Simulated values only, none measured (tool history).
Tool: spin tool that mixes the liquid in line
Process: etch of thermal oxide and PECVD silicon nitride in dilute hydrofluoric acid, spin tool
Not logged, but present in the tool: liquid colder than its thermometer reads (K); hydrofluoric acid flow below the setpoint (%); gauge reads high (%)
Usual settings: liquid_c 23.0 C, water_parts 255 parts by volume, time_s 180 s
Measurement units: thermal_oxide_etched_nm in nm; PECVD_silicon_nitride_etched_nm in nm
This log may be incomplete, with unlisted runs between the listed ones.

| run | day | liquid_c | water_parts | time_s | wafers since the last listed run | hours since the thermometer was replaced | hours since the hydrofluoric acid flow meter was replaced | hours since the gauge calibration | read-back film thickness of the thermal oxide reference wafer, read on the same gauge (nm) | read-back film thickness of the PECVD silicon nitride reference wafer, read on the same gauge (nm) | thermal_oxide_etched_nm | PECVD_silicon_nitride_etched_nm |
|---|---|---|---|---|---|---|---|---|---|---|---|---|
| 1 | 0.000 | 23.0 | 255 | 180 | 0 | 2548.2 | 86.9 | 768.3 | 69.948 | 120.005 | 2.748 | 2.804 |
| 2 | 3.396 | 23.0 | 255 | 180 | 699 | 2629.7 | 168.4 | 849.8 | 70.060 | 119.993 | 2.803 | 2.822 |
| 3 | 6.529 | 23.0 | 255 | 210 | 645 | 2704.9 | 243.6 | 925.0 | 70.038 | 120.003 | 3.160 | 3.213 |
| 4 | 9.617 | 23.0 | 255 | 210 | 635 | 2779.0 | 317.7 | 999.1 | 70.003 | 120.011 | 3.216 | 3.190 |
| 5 | 11.162 | 23.0 | 255 | 215 | 318 | 2816.1 | 354.8 | 1036.2 | 70.031 | 119.978 | 3.378 | 3.343 |
|  | 11.608 | thermometer replaced |
| 6 | 13.725 | 23.0 | 255 | 215 | 519 | 50.8 | 416.3 | 1097.7 | 69.943 | 119.997 | 3.301 | 3.268 |
| 7 | 15.329 | 23.0 | 255 | 215 | 330 | 89.3 | 454.8 | 1136.2 | 70.043 | 120.010 | 3.302 | 3.311 |
| 8 | 19.788 | 21.0 | 255 | 260 | 918 | 196.3 | 561.8 | 1243.2 | 70.019 | 119.995 | 3.645 | 3.508 |
| 9 | 23.775 | 24.5 | 165 | 265 | 821 | 292.0 | 657.5 | 1338.9 | 69.950 | 120.051 | 7.290 | 6.909 |
| 10 | 26.896 | 23.0 | 255 | 260 | 642 | 366.9 | 732.4 | 1413.8 | 69.982 | 120.053 | 3.972 | 3.985 |
| 11 | 29.767 | 23.0 | 255 | 125 | 591 | 435.8 | 801.3 | 1482.7 | 69.969 | 119.967 | 1.837 | 1.941 |
| 12 | 31.942 | 23.0 | 170 | 180 | 447 | 488.0 | 853.5 | 1534.9 | 70.009 | 119.964 | 4.416 | 4.119 |
|  | 32.854 | gauge calibrated |
| 13 | 33.596 | 28.0 | 150 | 280 | 340 | 527.7 | 893.2 | 17.8 | 69.940 | 119.985 | 9.439 | 9.930 |
| 14 | 36.867 | 23.0 | 255 | 180 | 673 | 606.2 | 971.7 | 96.3 | 69.931 | 119.982 | 2.710 | 2.781 |
| 15 | 39.679 | 23.0 | 130 | 255 | 579 | 673.7 | 1039.2 | 163.8 | 69.994 | 120.044 | 8.709 | 7.486 |
| 16 | 42.812 | 23.0 | 365 | 75 | 645 | 748.9 | 1114.4 | 239.0 | 69.931 | 120.038 | 0.702 | 0.801 |
| 17 | 44.762 | 23.0 | 255 | 180 | 401 | 795.7 | 1161.2 | 285.8 | 69.947 | 120.074 | 2.724 | 2.772 |
| 18 | 46.379 | 23.0 | 145 | 120 | 332 | 834.5 | 1200.0 | 324.6 | 69.998 | 119.979 | 3.521 | 3.158 |
| 19 | 49.188 | 23.0 | 255 | 180 | 578 | 901.9 | 1267.4 | 392.0 | 69.969 | 120.005 | 2.715 | 2.686 |
| 20 | 53.521 | 19.5 | 255 | 125 | 892 | 1005.9 | 1371.4 | 496.0 | 69.957 | 120.072 | 1.622 | 1.529 |
| 21 | 56.254 | 23.0 | 255 | 180 | 562 | 1071.5 | 1437.0 | 561.6 | 69.994 | 119.985 | 2.704 | 2.631 |
| 22 | 59.579 | 20.5 | 175 | 180 | 684 | 1151.3 | 1516.8 | 641.4 | 70.000 | 119.995 | 3.859 | 3.319 |
| 23 | 63.550 | 23.0 | 150 | 85 | 817 | 1246.6 | 1612.1 | 736.7 | 69.993 | 119.989 | 2.405 | 2.109 |
| 24 | 67.525 | 27.5 | 145 | 180 | 818 | 1342.0 | 1707.5 | 832.1 | 70.031 | 119.956 | 6.176 | 6.098 |

Consider 5 possible next runs. They are alternatives, not a sequence: every one starts from the tool as it was left by run 24. What does each give?
| A | 67.546 | 23.0 | 365 | 180 | 4 | 1342.5 | 1708.0 | 832.6 | ? | ? | ? | ? |
| B | 67.546 | 23.0 | 215 | 245 | 4 | 1342.5 | 1708.0 | 832.6 | ? | ? | ? | ? |
| C | 67.546 | 19.0 | 205 | 215 | 4 | 1342.5 | 1708.0 | 832.6 | ? | ? | ? | ? |
| D | 67.546 | 25.5 | 210 | 180 | 4 | 1342.5 | 1708.0 | 832.6 | ? | ? | ? | ? |
| E | 67.546 | 21.0 | 255 | 180 | 4 | 1342.5 | 1708.0 | 832.6 | ? | ? | ? | ? |

| run | read-back film thickness of the thermal oxide reference wafer, read on the same gauge (nm) | read-back film thickness of the PECVD silicon nitride reference wafer, read on the same gauge (nm) | thermal_oxide_etched_nm | PECVD_silicon_nitride_etched_nm |
|---|---|---|---|---|
| A | 70.033 | 120.006 | 1.621 | 1.881 |
| B | 70.033 | 120.006 | 4.356 | 4.311 |
| C | 70.033 | 120.006 | 3.484 | 3.062 |
| D | 70.033 | 120.006 | 3.607 | 3.790 |
| E | 70.033 | 120.006 | 2.406 | 2.361 |
Without the tool's unlogged condition, the same runs would have read:
| run | thermal_oxide_etched_nm | PECVD_silicon_nitride_etched_nm |
|---|---|---|
| A | 1.756 | 1.995 |
| B | 4.687 | 4.572 |
| C | 3.743 | 3.243 |
| D | 3.884 | 4.023 |
| E | 2.592 | 2.502 |
